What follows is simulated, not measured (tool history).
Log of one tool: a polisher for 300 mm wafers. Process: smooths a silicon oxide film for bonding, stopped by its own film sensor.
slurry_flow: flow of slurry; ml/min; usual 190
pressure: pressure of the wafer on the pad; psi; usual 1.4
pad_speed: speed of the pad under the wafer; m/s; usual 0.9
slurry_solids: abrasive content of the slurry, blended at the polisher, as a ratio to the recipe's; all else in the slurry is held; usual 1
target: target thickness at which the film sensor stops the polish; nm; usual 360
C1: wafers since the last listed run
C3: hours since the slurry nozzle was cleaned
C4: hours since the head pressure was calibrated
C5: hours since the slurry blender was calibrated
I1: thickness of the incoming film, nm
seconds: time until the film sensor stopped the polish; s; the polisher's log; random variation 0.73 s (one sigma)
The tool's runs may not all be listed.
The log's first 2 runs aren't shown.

run 3 day=3.942 | slurry_flow=190 pressure=1.4 pad_speed=0.9 slurry_solids=1.25 target=360 | C1=242 wafers_polished_on_this_pad=2099 C3=279.7 C4=490.9 C5=219.4 | I1=388.4 | seconds=61.4
run 4 day=5.038 | slurry_flow=190 pressure=1.4 pad_speed=0.9 slurry_solids=1 target=363 | C1=208 wafers_polished_on_this_pad=2308 C3=306 C4=517.2 C5=245.7 | I1=391.1 | seconds=67.9
run 5 day=6.175 | slurry_flow=140 pressure=1.4 pad_speed=0.9 slurry_solids=1 target=360 | C1=216 wafers_polished_on_this_pad=2524 C3=333.3 C4=544.5 C5=273 | I1=388.9 | seconds=72
run 6 day=7.488 | slurry_flow=140 pressure=1.4 pad_speed=0.9 slurry_solids=1 target=360 | C1=249 wafers_polished_on_this_pad=2774 C3=364.8 C4=576 C5=304.5 | I1=390.8 | seconds=78.3
run 7 day=9.2 | slurry_flow=190 pressure=1.4 pad_speed=0.9 slurry_solids=1 target=360 | C1=325 wafers_polished_on_this_pad=3100 C3=405.9 C4=617.1 C5=345.6 | I1=390.7 | seconds=73.3
-- day=10.329 slurry nozzle cleaned
-- day=11.967 worn pad replaced by a new one
run 8 day=15.8 | slurry_flow=215 pressure=1.4 pad_speed=0.68 slurry_solids=1 target=360 | C1=1216 wafers_polished_on_this_pad=729 C3=131.3 C4=775.5 C5=504 | I1=391.8 | seconds=87
-- day=17.188 slurry blender recalibrated
run 9 day=18.217 | slurry_flow=135 pressure=1.4 pad_speed=0.9 slurry_solids=1.2 target=360 | C1=443 wafers_polished_on_this_pad=1173 C3=189.3 C4=833.5 C5=24.7 | I1=391.6 | seconds=72.9
run 10 day=21.183 | slurry_flow=190 pressure=1.4 pad_speed=1.16 slurry_solids=1 target=360 | C1=564 wafers_polished_on_this_pad=1737 C3=260.5 C4=904.7 C5=95.9 | I1=394.2 | seconds=68.2
run 11 day=23.004 | slurry_flow=190 pressure=1.4 pad_speed=1.16 slurry_solids=1 target=360 | C1=346 wafers_polished_on_this_pad=2083 C3=304.2 C4=948.4 C5=139.6 | I1=383.4 | seconds=47.5
run 12 day=24.938 | slurry_flow=130 pressure=1.7 pad_speed=1.12 slurry_solids=1 target=368 | C1=367 wafers_polished_on_this_pad=2451 C3=350.6 C4=994.8 C5=186 | I1=385.3 | seconds=31.8
run 13 day=27.408 | slurry_flow=220 pressure=1.2 pad_speed=0.7 slurry_solids=1 target=368 | C1=470 wafers_polished_on_this_pad=2921 C3=409.9 C4=1054.1 C5=245.3 | I1=387.1 | seconds=59.7
run 14 day=28.796 | slurry_flow=135 pressure=1.4 pad_speed=0.9 slurry_solids=1 target=363 | C1=263 wafers_polished_on_this_pad=3185 C3=443.2 C4=1087.4 C5=278.6 | I1=396.7 | seconds=85.2
-- day=30.675 head pressure recalibrated
run 15 day=31.45 | slurry_flow=190 pressure=1.4 pad_speed=0.68 slurry_solids=0.85 target=360 | C1=489 wafers_polished_on_this_pad=3674 C3=506.9 C4=18.6 C5=342.3 | I1=394.3 | seconds=103.9
-- day=31.658 slurry nozzle cleaned
run 16 day=33.358 | slurry_flow=190 pressure=1.4 pad_speed=1 slurry_solids=1 target=353 | C1=355 wafers_polished_on_this_pad=4030 C3=40.8 C4=64.4 C5=388.1 | I1=388.8 | seconds=78.7
-- day=34.975 slurry blender recalibrated
-- day=35.508 worn pad replaced by a new one
run 17 day=36.4 | slurry_flow=190 pressure=1.4 pad_speed=0.9 slurry_solids=1 target=360 | C1=531 wafers_polished_on_this_pad=169 C3=113.8 C4=137.4 C5=34.2 | I1=390.4 | seconds=71.7
run 18 day=37.954 | slurry_flow=250 pressure=1.8 pad_speed=0.9 slurry_solids=1 target=360 | C1=295 wafers_polished_on_this_pad=465 C3=151.1 C4=174.7 C5=71.5 | I1=391.5 | seconds=55.1

Run 19 comes next. What will it give?
run 19 day=39.654 | slurry_flow=190 pressure=1.2 pad_speed=0.9 slurry_solids=1 target=360 | C1=323 wafers_polished_on_this_pad=788 C3=191.9 C4=215.5 C5=112.3 | I1=383.9 | seconds=?

seconds: 65.7 s
Without the tool's hidden state the same run would have given seconds 63.2 s.

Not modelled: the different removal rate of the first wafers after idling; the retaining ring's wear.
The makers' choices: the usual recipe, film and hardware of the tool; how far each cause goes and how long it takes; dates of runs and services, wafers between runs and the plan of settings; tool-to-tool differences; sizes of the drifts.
